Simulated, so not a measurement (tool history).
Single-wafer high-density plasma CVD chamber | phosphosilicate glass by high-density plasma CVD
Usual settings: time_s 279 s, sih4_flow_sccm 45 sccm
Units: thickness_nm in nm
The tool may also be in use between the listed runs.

run	day	time_s	sih4_flow_sccm	wafers since the last listed run	hours since the silane flow controller was replaced	hours since the gauge calibration	read-back reference wafer on the same gauge, thickness_nm	thickness_nm
1	0.000	279	45	0	2017.0	63.9	1129.855	1273.269
2	0.971	279	45	187	2040.3	87.2	1130.514	1268.856
3	1.671	279	45	135	2057.1	104.0	1130.024	1275.482
4	2.429	279	45	146	2075.3	122.2	1130.095	1275.390
5	2.958	279	45	102	2088.0	134.9	1129.530	1273.474
6	4.433	279	45	285	2123.4	170.3	1130.120	1278.080
7	5.629	279	45	231	2152.1	199.0	1130.266	1273.279
# day 6.675: silane flow controller replaced
8	6.696	279	45	141	0.5	224.6	1129.514	1220.241
9	7.117	279	45	81	10.6	234.7	1129.853	1221.504
10	7.721	226	50	116	25.1	249.2	1129.522	1072.701
# day 8.333: gauge calibrated
11	9.158	265	42	278	59.6	19.8	1129.910	1100.845
12	10.525	279	45	264	92.4	52.6	1130.205	1226.840
13	11.312	279	45	152	111.3	71.5	1130.614	1223.568
14	12.300	279	45	191	135.0	95.2	1129.561	1222.576
15	13.329	315	42	199	159.7	119.9	1129.858	1313.833
16	13.846	327	53	99	172.1	132.3	1129.756	1635.369
17	14.521	279	45	130	188.3	148.5	1129.394	1226.617
18	15.542	315	45	197	212.8	173.0	1129.375	1383.528
19	17.871	235	48	450	268.7	228.9	1130.031	1088.216

Forecast each of these 4 alternatives for the next run:
A	17.892	279	45	4	269.2	229.4	?	?
B	17.892	314	40	4	269.2	229.4	?	?
C	17.892	260	41	4	269.2	229.4	?	?
D	17.892	234	40	4	269.2	229.4	?	?

run	read-back reference wafer on the same gauge, thickness_nm	thickness_nm
A	1129.668	1228.295
B	1129.668	1262.844
C	1129.668	1065.463
D	1129.668	941.100
Without the tool's hidden state the same runs would have given:
run	thickness_nm
A	1217.198
B	1251.435
C	1055.838
D	932.598
